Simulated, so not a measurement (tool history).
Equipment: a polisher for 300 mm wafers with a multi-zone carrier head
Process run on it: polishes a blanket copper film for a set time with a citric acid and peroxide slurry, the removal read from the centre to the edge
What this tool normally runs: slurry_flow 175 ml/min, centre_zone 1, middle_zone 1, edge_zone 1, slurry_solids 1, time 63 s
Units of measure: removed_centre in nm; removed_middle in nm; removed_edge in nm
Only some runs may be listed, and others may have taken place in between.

run,hour,slurry_flow,centre_zone,middle_zone,edge_zone,slurry_solids,time,"incoming thickness of the incoming film, nm",removed_centre,removed_middle,removed_edge
1,0,175,1,1.05,1,1,63,549.4,135.8,138.8,131.6
# hour 18.6: centre zone pressure recalibrated
2,19.1,175,1,1,1,1,63,551.3,136.9,131.9,132.1
# hour 30.6: carrier head's membrane replaced by a new one
3,34.3,175,1,1,1,1,63,550.9,136,131.6,132.8
4,48.3,175,1,1,1,1,63,551.2,136.7,133.6,132.9
5,59.3,175,1,1,1,1,63,544.1,135.5,134,131.8
# hour 68.1: edge zone pressure recalibrated
# hour 73.1: worn pad replaced by a new one
6,75,175,1,1.07,1,1,54,556.4,116.5,119.5,113.3
7,92.2,175,1,1.07,1,0.75,63,561.4,122.4,128.3,120.9
8,116.5,175,1,1,1,1,63,548.6,136.7,132.8,131.9
9,126.3,175,1,1,1,1,63,550.6,136.3,134.8,131.4
10,141.5,175,1,0.89,1,1,56,548.6,119.3,108.7,116.3
11,157.7,135,1,0.95,1,1,63,555.3,126.1,121.1,124.6
12,175,175,1,1.11,1,1,63,544.9,136.4,142.7,132.1
13,184.8,175,1,1,1,1,63,558,135.3,132.3,131
# hour 186.4: slurry nozzle cleaned
14,197.2,175,1,1.11,1,1,74,559.4,159.2,170.3,155.5
15,204,175,1,1,1.09,1,63,560.1,136.6,133.8,138.9
16,212,175,1.03,1,1,0.9,63,552.2,134.2,128.6,127.1
17,227.9,230,1,1.06,1,1.2,83,547.1,200,200,189.1
# hour 240: worn pad replaced by a new one
18,240.5,175,1,1.09,1,1,69,548.5,146.1,155.4,144.6
19,252.6,135,1,1.09,1,1,63,551,127.4,135.1,126.9
20,263.2,175,1,0.94,1.11,1,63,553.2,133.2,126.5,140
21,280.4,145,1,1,1.09,1.2,48,541.6,103.9,104.1,107.9
22,288.8,115,1,1,1,1,63,558.4,120.2,121.8,120.7
23,302.2,175,1,1.11,1,1,63,550.5,135.5,143.9,133.7

Below are 3 alternative next runs, each starting from the tool's condition after run 23. Predict each:
A,302.6,175,1,1,1,1,63,548.5,?,?,?
B,302.6,175,1,1.07,1,0.8,63,548.5,?,?,?
C,302.6,160,1,1,1,1,49,548.5,?,?,?

run,removed_centre,removed_middle,removed_edge
A,134.6,132.2,131.1
B,125.6,129.9,122.2
C,102.7,101.1,100.7
Stripped of hidden state, with their random variation kept, the same runs would have yielded:
run,removed_centre,removed_middle,removed_edge
A,134.6,132.2,131.1
B,125.6,129.9,122.2
C,102.7,101.1,100.7

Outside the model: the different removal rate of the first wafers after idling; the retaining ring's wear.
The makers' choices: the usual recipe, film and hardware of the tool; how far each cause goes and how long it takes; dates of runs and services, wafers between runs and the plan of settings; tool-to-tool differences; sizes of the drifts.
